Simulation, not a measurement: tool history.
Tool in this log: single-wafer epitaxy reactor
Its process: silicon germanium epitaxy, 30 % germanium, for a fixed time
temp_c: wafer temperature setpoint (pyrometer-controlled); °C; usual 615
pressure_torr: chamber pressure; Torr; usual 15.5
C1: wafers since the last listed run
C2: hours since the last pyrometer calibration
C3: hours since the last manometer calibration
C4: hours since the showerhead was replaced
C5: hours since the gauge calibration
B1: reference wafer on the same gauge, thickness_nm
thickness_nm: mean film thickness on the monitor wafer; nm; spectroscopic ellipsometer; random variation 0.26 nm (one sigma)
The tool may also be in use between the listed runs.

Run 1, day 0: usual settings; C1 0; C2 1092.2; C3 1859.1; C4 3006.4; C5 127.9; B1 78.915. Result: thickness_nm 64.872 nm.
Run 2, day 0.383: usual settings; C1 152; C2 1101.4; C3 1868.3; C4 3015.6; C5 137.1; B1 78.911. Result: thickness_nm 65.047 nm.
Run 3, day 0.662: usual settings but temp_c 603 °C; C1 110; C2 1108.1; C3 1875; C4 3022.3; C5 143.8; B1 79.029. Result: thickness_nm 53.513 nm.
At day 0.708: gauge calibrated.
Run 4, day 1.329: usual settings; C1 264; C2 1124.1; C3 1891; C4 3038.3; C5 14.9; B1 78.837. Result: thickness_nm 64.975 nm.
Run 5, day 1.679: usual settings; C1 139; C2 1132.5; C3 1899.4; C4 3046.7; C5 23.3; B1 78.971. Result: thickness_nm 65.282 nm.
Run 6, day 2.292: usual settings; C1 243; C2 1147.2; C3 1914.1; C4 3061.4; C5 38; B1 78.883. Result: thickness_nm 65.357 nm.
Run 7, day 2.938: usual settings but temp_c 619 °C; C1 256; C2 1162.7; C3 1929.6; C4 3076.9; C5 53.5; B1 78.912. Result: thickness_nm 69.239 nm.
At day 5.292: showerhead replaced, of another model than before.
Run 8, day 5.312: usual settings but temp_c 619 °C; C1 810; C2 1219.7; C3 1986.6; C4 0.5; C5 110.5; B1 78.896. Result: thickness_nm 69.229 nm.
Run 9, day 5.554: usual settings but temp_c 624 °C; C1 95; C2 1225.5; C3 1992.4; C4 6.3; C5 116.3; B1 78.921. Result: thickness_nm 74.513 nm.
Run 10, day 6.279: usual settings but temp_c 623 °C, pressure_torr 17.7 Torr; C1 287; C2 1242.9; C3 2009.8; C4 23.7; C5 133.7; B1 78.931. Result: thickness_nm 75.596 nm.
Run 11, day 7: usual settings but temp_c 623 °C, pressure_torr 17.7 Torr; C1 286; C2 1260.2; C3 2027.1; C4 41; C5 151; B1 78.987. Result: thickness_nm 75.329 nm.
Run 12, day 7.554: usual settings but temp_c 629 °C, pressure_torr 14.5 Torr; C1 220; C2 1273.5; C3 2040.4; C4 54.3; C5 164.3; B1 78.826. Result: thickness_nm 79.387 nm.
Run 13, day 8.058: usual settings but temp_c 629 °C, pressure_torr 16.7 Torr; C1 200; C2 1285.6; C3 2052.5; C4 66.4; C5 176.4; B1 78.874. Result: thickness_nm 81.49 nm.
At day 8.121: gauge calibrated.
Run 14, day 8.738: usual settings but temp_c 602 °C, pressure_torr 14.5 Torr; C1 269; C2 1301.9; C3 2068.8; C4 82.7; C5 14.8; B1 78.996. Result: thickness_nm 51.233 nm.
Run 15, day 9.083: usual settings; C1 137; C2 1310.2; C3 2077.1; C4 91; C5 23.1; B1 78.895. Result: thickness_nm 64.126 nm.
At day 9.471: capacitance manometer re-zeroed and calibrated.
Run 16, day 9.579: usual settings; C1 64; C2 1322.1; C3 2.6; C4 102.9; C5 35; B1 78.964. Result: thickness_nm 64.392 nm.
At day 10.125: pyrometer calibrated.
Run 17, day 10.146: usual settings; C1 92; C2 0.5; C3 16.2; C4 116.5; C5 48.6; B1 78.926. Result: thickness_nm 69.688 nm.

The next listed run, before its measurement:
Run 18, day 10.667: usual settings but temp_c 622 °C, pressure_torr 14.3 Torr; C1 206; C2 13; C3 28.7; C4 129; C5 61.1; B1 ?. Result: thickness_nm ?.

Logged for run 18: B1 78.774, thickness_nm 75.929 nm.
Were there no unlogged condition in the tool, this run, its random variation unchanged, would have produced thickness_nm 77.249 nm.
